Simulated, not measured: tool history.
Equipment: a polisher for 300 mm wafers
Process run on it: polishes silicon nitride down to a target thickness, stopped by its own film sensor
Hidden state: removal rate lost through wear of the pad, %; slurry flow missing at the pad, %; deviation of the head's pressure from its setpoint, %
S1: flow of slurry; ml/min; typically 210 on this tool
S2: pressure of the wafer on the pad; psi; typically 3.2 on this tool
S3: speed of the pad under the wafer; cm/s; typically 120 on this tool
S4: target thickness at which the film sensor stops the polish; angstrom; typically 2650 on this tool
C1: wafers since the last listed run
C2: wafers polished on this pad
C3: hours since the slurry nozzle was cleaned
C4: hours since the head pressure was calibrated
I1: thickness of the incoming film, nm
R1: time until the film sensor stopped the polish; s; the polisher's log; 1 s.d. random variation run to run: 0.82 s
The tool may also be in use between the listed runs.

Run 1, day 0.000: usual settings but S1 155 ml/min; C1 0; C2 1081; C3 326.2; C4 212.6; I1 420.5. Result: R1 110.1 s.
Run 2, day 0.300: usual settings but S1 155 ml/min; C1 79; C2 1161; C3 333.4; C4 219.8; I1 415.6. Result: R1 106.3 s.
At day 0.925: worn pad replaced by a new one.
Run 3, day 0.946: usual settings but S1 155 ml/min; C1 127; C2 5; C3 348.9; C4 235.3; I1 420.7. Result: R1 99.8 s.
Run 4, day 1.329: usual settings; C1 102; C2 107; C3 358.1; C4 244.5; I1 425.5. Result: R1 99.8 s.
Run 5, day 1.988: usual settings; C1 175; C2 282; C3 373.9; C4 260.3; I1 419.1. Result: R1 99.2 s.
Run 6, day 2.688: usual settings; C1 186; C2 469; C3 390.7; C4 277.1; I1 421.5. Result: R1 102.8 s.
Run 7, day 3.142: usual settings but S1 175 ml/min; C1 120; C2 590; C3 401.6; C4 288.0; I1 413.7. Result: R1 101.0 s.
Run 8, day 3.679: usual settings but S1 175 ml/min; C1 143; C2 733; C3 414.5; C4 300.9; I1 412.7. Result: R1 102.1 s.
Run 9, day 4.158: usual settings but S1 145 ml/min, S2 2.7 psi; C1 127; C2 861; C3 426.0; C4 312.4; I1 420.9. Result: R1 123.2 s.
At day 4.517: slurry nozzle cleaned.
Run 10, day 4.758: usual settings but S1 250 ml/min, S2 2.3 psi, S3 96 cm/s, S4 2810 angstrom; C1 148; C2 1009; C3 5.8; C4 326.8; I1 421.7. Result: R1 131.3 s.
At day 5.104: head pressure recalibrated.
At day 5.204: worn pad replaced by a new one.
Run 11, day 5.362: usual settings but S1 190 ml/min; C1 111; C2 41; C3 20.3; C4 6.2; I1 416.0. Result: R1 94.2 s.
Run 12, day 5.833: usual settings but S1 175 ml/min; C1 125; C2 167; C3 31.6; C4 17.5; I1 423.6. Result: R1 102.7 s.
Run 13, day 6.254: usual settings but S1 270 ml/min, S2 2.2 psi, S3 86 cm/s, S4 2800 angstrom; C1 112; C2 279; C3 41.7; C4 27.6; I1 422.4. Result: R1 139.2 s.
Run 14, day 7.117: usual settings; C1 229; C2 508; C3 62.4; C4 48.3; I1 423.7. Result: R1 105.7 s.
Run 15, day 7.438: usual settings but S2 2.5 psi; C1 85; C2 594; C3 70.1; C4 56.0; I1 420.6. Result: R1 118.4 s.
Run 16, day 7.971: usual settings but S4 2880 angstrom; C1 142; C2 736; C3 82.9; C4 68.8; I1 421.6. Result: R1 89.4 s.
Run 17, day 8.608: usual settings but S1 170 ml/min, S2 3.8 psi, S3 86 cm/s, S4 2380 angstrom; C1 169; C2 906; C3 98.2; C4 84.1; I1 424.6. Result: R1 147.3 s.

4 ways to go on from here, each from the tool as it stands after run 17. What would each give?
Run A, day 8.625: usual settings but S1 285 ml/min; C1 4; C2 910; C3 98.6; C4 84.5; I1 419.0. Result: R1 ?.
Run B, day 8.625: usual settings but S1 245 ml/min, S3 84 cm/s, S4 2300 angstrom; C1 4; C2 910; C3 98.6; C4 84.5; I1 419.0. Result: R1 ?.
Run C, day 8.625: usual settings but S1 275 ml/min; C1 4; C2 910; C3 98.6; C4 84.5; I1 419.0. Result: R1 ?.
Run D, day 8.625: usual settings but S3 90 cm/s, S4 3060 angstrom; C1 4; C2 910; C3 98.6; C4 84.5; I1 419.0. Result: R1 ?.

run     R1
  A   99.7
  B  160.2
  C  100.0
  D   93.0
With no hidden state in the tool, these same runs would have given:
run     R1
  A   90.5
  B  145.4
  C   90.8
  D   84.4
